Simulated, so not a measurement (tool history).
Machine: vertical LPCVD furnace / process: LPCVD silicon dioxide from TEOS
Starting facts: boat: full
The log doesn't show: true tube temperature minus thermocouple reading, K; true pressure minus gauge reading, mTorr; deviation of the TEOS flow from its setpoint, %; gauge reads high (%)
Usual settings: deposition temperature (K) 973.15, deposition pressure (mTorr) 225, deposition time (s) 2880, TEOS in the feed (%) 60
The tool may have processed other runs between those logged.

run,hour,deposition temperature (K),deposition pressure (mTorr),deposition time (s),TEOS in the feed (%),wafers since the last listed run,hours since the last temperature calibration,hours since the pressure gauge was zeroed,hours since the TEOS flow controller was replaced,hours since the gauge calibration,"read-back reference wafer on the same gauge, thickness",film thickness on the monitor wafer in the middle of the boat (Å)
1,0,973.15,225,2880,56,0,2179.4,2283.6,2816.1,3250.4,260.06,2836.9
2,52.8,973.15,225,2880,60,411,2232.2,2336.4,2868.9,3303.2,260.02,2955.3
3,155.4,973.15,225,2880,60,800,2334.8,2439,2971.5,3405.8,260.08,2962.5
# hour 222.1: thermocouples replaced and temperature profile calibrated
4,249.6,973.15,225,2880,60,547,27.5,2533.2,3065.7,3500,259.92,2964.2
5,342,973.15,210,2880,60,720,119.9,2625.6,3158.1,3592.4,260.09,2893.3
# hour 402.8: pressure gauge zeroed
6,434.6,973.15,225,2880,65,534,212.5,31.8,3250.7,3685,260.1,3019.5
7,525.1,973.15,225,2880,65,705,303,122.3,3341.2,3775.5,259.97,3055.4
8,633,979.15,240,2250,57,841,410.9,230.2,3449.1,3883.4,259.92,2640
9,719.3,973.15,225,2880,67,673,497.2,316.5,3535.4,3969.7,260.02,3082.6
10,819.9,973.15,225,3570,60,784,597.8,417.1,3636,4070.3,259.94,3610
# hour 841: gauge calibrated
11,877.5,973.15,225,2880,60,449,655.4,474.7,3693.6,36.5,259.99,2917
12,960.3,981.15,240,2280,49,645,738.2,557.5,3776.4,119.3,259.86,2594.4
13,1018,973.15,225,2880,60,449,795.9,615.2,3834.1,177,260.07,2894.1
# hour 1062.8: TEOS flow controller replaced
14,1233.9,973.15,225,3870,60,1496,1011.8,831.1,171.1,392.9,259.93,3929.6
15,1281.9,978.15,185,2880,60,374,1059.8,879.1,219.1,440.9,260.11,2981
16,1319.7,973.15,225,2880,60,294,1097.6,916.9,256.9,478.7,260,2925.5
17,1372.6,973.15,225,2880,60,412,1150.5,969.8,309.8,531.6,260.17,2924.5
18,1416.7,973.15,225,2880,53,343,1194.6,1013.9,353.9,575.7,260.29,2740.6
19,1478.4,978.15,170,2160,55,481,1256.3,1075.6,415.6,637.4,260.04,2044.2
20,1537.7,978.15,250,1920,60,462,1315.6,1134.9,474.9,696.7,259.92,2307.4
21,1641.5,973.15,225,3300,60,809,1419.4,1238.7,578.7,800.5,260.04,3357.2
22,1678.2,967.15,225,2220,60,286,1456.1,1275.4,615.4,837.2,259.92,1962.3
23,1739.8,967.15,225,3930,67,480,1517.7,1337,677,898.8,259.92,3668.4
24,1841.8,973.15,225,2880,60,795,1619.7,1439,779,1000.8,259.81,2916.7
25,1909.5,973.15,225,2880,60,527,1687.4,1506.7,846.7,1068.5,259.88,2935.6
26,1951.3,973.15,225,3390,70,325,1729.2,1548.5,888.5,1110.3,260.01,3755.4
27,1993.1,973.15,225,2880,60,325,1771,1590.3,930.3,1152.1,260.03,2930.6
# hour 2020.6: thermocouples replaced and temperature profile calibrated
28,2056.4,976.15,275,3210,56,306,35.8,1653.6,993.6,1215.4,260.12,3720.5
29,2094.7,973.15,225,1740,55,298,74.1,1691.9,1031.9,1253.7,260.02,1693.9
30,2165.9,973.15,225,2880,66,555,145.3,1763.1,1103.1,1324.9,260.01,3094.3

Here are 5 independent what-if runs from the current tool condition. What would each one return?
A,2171.1,973.15,225,2250,60,40,150.5,1768.3,1108.3,1330.1,?,?
B,2171.1,985.15,225,2880,67,40,150.5,1768.3,1108.3,1330.1,?,?
C,2171.1,973.15,180,2040,52,40,150.5,1768.3,1108.3,1330.1,?,?
D,2171.1,984.15,280,2190,51,40,150.5,1768.3,1108.3,1330.1,?,?
E,2171.1,973.15,225,2190,60,40,150.5,1768.3,1108.3,1330.1,?,?

run,"read-back reference wafer on the same gauge, thickness",film thickness on the monitor wafer in the middle of the boat (Å)
A,260.29,2313.8
B,260.29,4123.1
C,260.29,1748.9
D,260.29,2980.1
E,260.29,2252.1
Without the tool's unlogged condition, the same runs would have read:
run,film thickness on the monitor wafer in the middle of the boat (Å)
A,2302.7
B,4103.3
C,1738.5
D,2968.7
E,2241.3
